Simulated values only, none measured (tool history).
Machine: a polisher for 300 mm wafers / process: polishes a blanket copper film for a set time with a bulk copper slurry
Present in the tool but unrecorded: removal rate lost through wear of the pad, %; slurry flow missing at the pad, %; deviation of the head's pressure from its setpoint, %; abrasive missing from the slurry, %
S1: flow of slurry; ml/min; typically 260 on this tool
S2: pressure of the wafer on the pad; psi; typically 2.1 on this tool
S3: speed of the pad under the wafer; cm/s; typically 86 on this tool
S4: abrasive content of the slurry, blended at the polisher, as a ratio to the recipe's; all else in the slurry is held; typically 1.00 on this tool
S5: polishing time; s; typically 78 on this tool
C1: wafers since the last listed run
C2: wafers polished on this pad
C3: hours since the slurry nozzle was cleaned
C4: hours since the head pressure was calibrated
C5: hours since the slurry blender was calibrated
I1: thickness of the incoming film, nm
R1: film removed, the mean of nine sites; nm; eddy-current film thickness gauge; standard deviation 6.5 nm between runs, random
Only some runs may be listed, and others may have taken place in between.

| run | day | S1 | S2 | S3 | S4 | S5 | C1 | C2 | C3 | C4 | C5 | I1 | R1 |
|---|---|---|---|---|---|---|---|---|---|---|---|---|---|
| 1 | 0.000 | 320 | 2.1 | 86 | 1.00 | 78 | 0 | 2054 | 480.4 | 182.6 | 633.5 | 3006.9 | 462.0 |
|  | 0.133 | slurry blender recalibrated |
| 2 | 3.367 | 320 | 2.1 | 86 | 1.00 | 78 | 502 | 2556 | 561.2 | 263.4 | 77.6 | 2993.2 | 448.7 |
| 3 | 5.825 | 260 | 2.1 | 86 | 1.15 | 78 | 376 | 2932 | 620.2 | 322.4 | 136.6 | 3037.3 | 459.9 |
| 4 | 8.942 | 260 | 2.1 | 86 | 1.15 | 78 | 476 | 3409 | 695.0 | 397.2 | 211.4 | 3036.1 | 454.6 |
|  | 11.354 | slurry nozzle cleaned |
| 5 | 11.729 | 260 | 2.1 | 86 | 1.15 | 78 | 420 | 3829 | 9.0 | 464.1 | 278.3 | 3019.3 | 455.0 |
| 6 | 13.346 | 260 | 2.1 | 86 | 1.00 | 78 | 247 | 4076 | 47.8 | 502.9 | 317.1 | 2984.7 | 453.7 |
|  | 13.917 | worn pad replaced by a new one |
| 7 | 16.238 | 260 | 2.1 | 86 | 1.00 | 78 | 416 | 354 | 117.2 | 572.3 | 386.5 | 2967.8 | 432.0 |
| 8 | 17.996 | 225 | 2.1 | 70 | 0.75 | 78 | 268 | 623 | 159.4 | 614.5 | 428.7 | 2983.7 | 340.0 |
|  | 20.575 | head pressure recalibrated |
| 9 | 20.596 | 260 | 2.1 | 86 | 0.85 | 78 | 385 | 1008 | 221.8 | 0.5 | 491.1 | 2995.6 | 431.7 |
| 10 | 23.042 | 260 | 2.1 | 86 | 1.00 | 78 | 374 | 1383 | 280.5 | 59.2 | 549.8 | 3032.4 | 449.9 |
| 11 | 25.654 | 260 | 2.1 | 86 | 0.75 | 78 | 399 | 1782 | 343.2 | 121.9 | 612.5 | 3003.0 | 429.9 |
| 12 | 29.892 | 260 | 2.1 | 86 | 1.00 | 78 | 648 | 2431 | 444.9 | 223.6 | 714.2 | 3013.6 | 455.1 |
| 13 | 32.088 | 260 | 1.5 | 86 | 1.00 | 89 | 335 | 2766 | 497.6 | 276.3 | 766.9 | 3017.6 | 385.7 |
|  | 33.117 | slurry blender recalibrated |
| 14 | 36.029 | 260 | 2.1 | 86 | 1.00 | 78 | 590 | 3357 | 592.2 | 370.9 | 69.9 | 3042.6 | 443.1 |
| 15 | 38.667 | 300 | 2.1 | 62 | 1.00 | 92 | 403 | 3760 | 655.5 | 434.2 | 133.2 | 2990.7 | 396.9 |
|  | 42.208 | slurry nozzle cleaned |
| 16 | 42.604 | 260 | 2.1 | 114 | 1.25 | 58 | 595 | 4356 | 9.5 | 528.7 | 227.7 | 3033.5 | 438.7 |
| 17 | 44.725 | 260 | 2.1 | 108 | 1.00 | 78 | 324 | 4681 | 60.4 | 579.6 | 278.6 | 3055.0 | 542.7 |
|  | 44.904 | worn pad replaced by a new one |
| 18 | 46.317 | 260 | 2.1 | 60 | 1.00 | 78 | 217 | 216 | 98.6 | 617.8 | 316.8 | 3017.9 | 321.2 |
|  | 48.379 | head pressure recalibrated |
| 19 | 49.662 | 305 | 2.1 | 70 | 1.00 | 78 | 499 | 715 | 178.9 | 30.8 | 397.1 | 3022.4 | 387.5 |
| 20 | 53.083 | 260 | 2.6 | 86 | 1.00 | 78 | 523 | 1238 | 261.0 | 112.9 | 479.2 | 3027.5 | 537.5 |
| 21 | 56.738 | 260 | 1.9 | 68 | 1.20 | 52 | 559 | 1797 | 348.7 | 200.6 | 566.9 | 3011.0 | 229.4 |
|  | 58.108 | slurry blender recalibrated |
| 22 | 60.700 | 260 | 2.1 | 72 | 1.25 | 102 | 593 | 2391 | 443.8 | 295.7 | 62.2 | 2970.9 | 512.2 |
| 23 | 64.888 | 260 | 2.1 | 86 | 1.00 | 69 | 640 | 3031 | 544.3 | 396.2 | 162.7 | 3022.8 | 385.7 |
| 24 | 68.767 | 315 | 2.1 | 86 | 1.25 | 78 | 593 | 3625 | 637.4 | 489.3 | 255.8 | 3047.2 | 453.5 |
|  | 71.621 | worn pad replaced by a new one |
| 25 | 72.067 | 335 | 2.1 | 86 | 1.00 | 78 | 479 | 68 | 716.6 | 568.5 | 335.0 | 3055.2 | 444.4 |
|  | 72.367 | slurry nozzle cleaned |
| 26 | 74.250 | 260 | 2.1 | 106 | 1.00 | 78 | 327 | 395 | 45.2 | 620.9 | 387.4 | 2986.5 | 517.8 |
| 27 | 77.638 | 260 | 2.1 | 86 | 1.00 | 91 | 518 | 913 | 126.5 | 702.2 | 468.7 | 3046.0 | 498.5 |
|  | 78.025 | head pressure recalibrated |
| 28 | 87.979 | 260 | 2.1 | 86 | 0.90 | 95 | 1569 | 2483 | 374.7 | 238.9 | 716.9 | 3025.8 | 523.7 |
|  | 91.088 | slurry blender recalibrated |
| 29 | 91.842 | 295 | 2.1 | 86 | 0.80 | 64 | 578 | 3061 | 467.4 | 331.6 | 18.1 | 3002.1 | 349.7 |

5 ways to go on from here, each from the tool as it stands after run 29. What would each give?
| A | 91.862 | 260 | 1.5 | 86 | 1.00 | 78 | 3 | 3064 | 467.9 | 332.1 | 18.6 | 3014.1 | ? |
| B | 91.862 | 200 | 2.1 | 86 | 1.00 | 78 | 3 | 3064 | 467.9 | 332.1 | 18.6 | 3014.1 | ? |
| C | 91.862 | 260 | 2.6 | 86 | 0.85 | 66 | 3 | 3064 | 467.9 | 332.1 | 18.6 | 3014.1 | ? |
| D | 91.862 | 315 | 1.7 | 96 | 0.90 | 78 | 3 | 3064 | 467.9 | 332.1 | 18.6 | 3014.1 | ? |
| E | 91.862 | 260 | 1.7 | 104 | 1.00 | 98 | 3 | 3064 | 467.9 | 332.1 | 18.6 | 3014.1 | ? |

| run | R1 |
|---|---|
| A | 336.9 |
| B | 435.5 |
| C | 449.5 |
| D | 413.8 |
| E | 556.4 |
Without the tool's hidden state the same runs would have given:
| run | R1 |
|---|---|
| A | 343.1 |
| B | 443.5 |
| C | 457.7 |
| D | 421.4 |
| E | 566.6 |
